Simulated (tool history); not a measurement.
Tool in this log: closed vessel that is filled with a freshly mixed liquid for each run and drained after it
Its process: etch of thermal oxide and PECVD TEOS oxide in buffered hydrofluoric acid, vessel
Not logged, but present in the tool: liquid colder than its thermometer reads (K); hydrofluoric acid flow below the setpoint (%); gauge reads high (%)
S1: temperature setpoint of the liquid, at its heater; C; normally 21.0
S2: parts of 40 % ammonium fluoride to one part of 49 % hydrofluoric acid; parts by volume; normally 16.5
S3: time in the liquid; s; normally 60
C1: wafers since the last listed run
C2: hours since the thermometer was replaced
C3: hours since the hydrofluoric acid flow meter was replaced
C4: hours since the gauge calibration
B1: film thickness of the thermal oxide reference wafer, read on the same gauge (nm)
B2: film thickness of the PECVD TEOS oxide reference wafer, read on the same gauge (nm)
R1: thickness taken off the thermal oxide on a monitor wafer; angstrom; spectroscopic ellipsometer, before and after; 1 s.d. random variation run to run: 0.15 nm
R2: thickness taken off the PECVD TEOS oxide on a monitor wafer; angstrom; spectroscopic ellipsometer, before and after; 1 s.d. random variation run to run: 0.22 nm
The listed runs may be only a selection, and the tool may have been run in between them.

run,hour,S1,S2,S3,C1,C2,C3,C4,B1,B2,R1,R2
1,0.0,21.0,16.5,60,0,580.0,857.7,2175.4,79.98,130.03,373.6,340.3
2,72.6,21.0,16.5,60,5730,652.6,930.3,2248.0,79.99,129.99,369.6,341.0
3,116.9,21.0,16.5,60,3496,696.9,974.6,2292.3,79.97,130.01,366.4,337.9
4,172.3,18.5,16.5,90,4372,752.3,1030.0,2347.7,80.02,130.01,481.9,439.1
# hour 264.3: hydrofluoric acid flow meter replaced
# hour 276.4: thermometer replaced
5,276.9,21.0,16.5,60,8098,0.5,12.6,2452.3,79.99,130.01,384.7,349.2
6,354.0,17.0,22.0,85,6085,77.6,89.7,2529.4,80.00,130.00,335.0,303.6
7,454.9,23.0,20.5,85,7963,178.5,190.6,2630.3,79.99,129.98,490.6,444.9
8,560.9,21.0,10.5,60,8366,284.5,296.6,2736.3,79.97,129.97,593.2,537.6
9,597.6,21.0,16.5,60,2896,321.2,333.3,2773.0,80.00,130.01,378.1,347.6
10,635.6,24.5,16.5,60,2999,359.2,371.3,2811.0,79.99,130.01,456.8,419.4
11,699.1,19.0,14.0,70,5012,422.7,434.8,2874.5,80.01,130.00,464.8,423.2
12,748.5,21.0,16.5,40,3899,472.1,484.2,2923.9,80.05,129.98,250.1,224.5
# hour 818.8: gauge calibrated
13,823.2,21.0,18.0,30,5896,546.8,558.9,4.4,80.05,130.01,172.1,156.9
14,896.3,18.0,16.5,90,5769,619.9,632.0,77.5,80.01,130.02,472.4,430.0
15,939.3,23.0,11.5,60,3393,662.9,675.0,120.5,80.00,130.01,596.7,541.2
16,1001.6,23.0,11.5,60,4917,725.2,737.3,182.8,80.01,130.02,596.1,539.1
17,1043.8,21.0,11.0,60,3330,767.4,779.5,225.0,80.01,129.96,552.0,501.5
18,1109.9,21.0,16.5,60,5217,833.5,845.6,291.1,80.00,130.02,369.9,336.0
19,1159.2,21.0,16.5,95,3891,882.8,894.9,340.4,79.99,129.99,585.3,531.3
# hour 1247.5: thermometer replaced
20,1255.6,23.5,20.0,35,7529,8.1,991.3,436.8,80.03,130.00,210.5,191.4
# hour 1339.1: hydrofluoric acid flow meter replaced
21,1344.1,21.0,16.5,60,6906,96.6,5.0,525.3,79.99,130.02,385.0,347.4
22,1417.2,19.0,20.0,75,5769,169.7,78.1,598.4,79.99,129.96,354.5,324.6
23,1594.4,23.0,16.5,30,13986,346.9,255.3,775.6,79.99,129.98,212.6,194.5
24,1680.3,21.0,18.5,60,6780,432.8,341.2,861.5,80.03,130.02,336.6,305.2
25,1785.9,23.0,21.0,90,8334,538.4,446.8,967.1,80.00,130.03,503.2,463.8

What does the tool deliver on the next run?
26,1829.8,17.0,20.5,60,3464,582.3,490.7,1011.0,?,?,?,?

{"run 26": {"B1": 79.96, "B2": 129.98, "R1": 245.4, "R2": 222.9}}
Take away the tool's hidden state, keep the run-to-run variation as it was, and the same run would have given R1 251.2 angstrom, R2 228.1 angstrom.
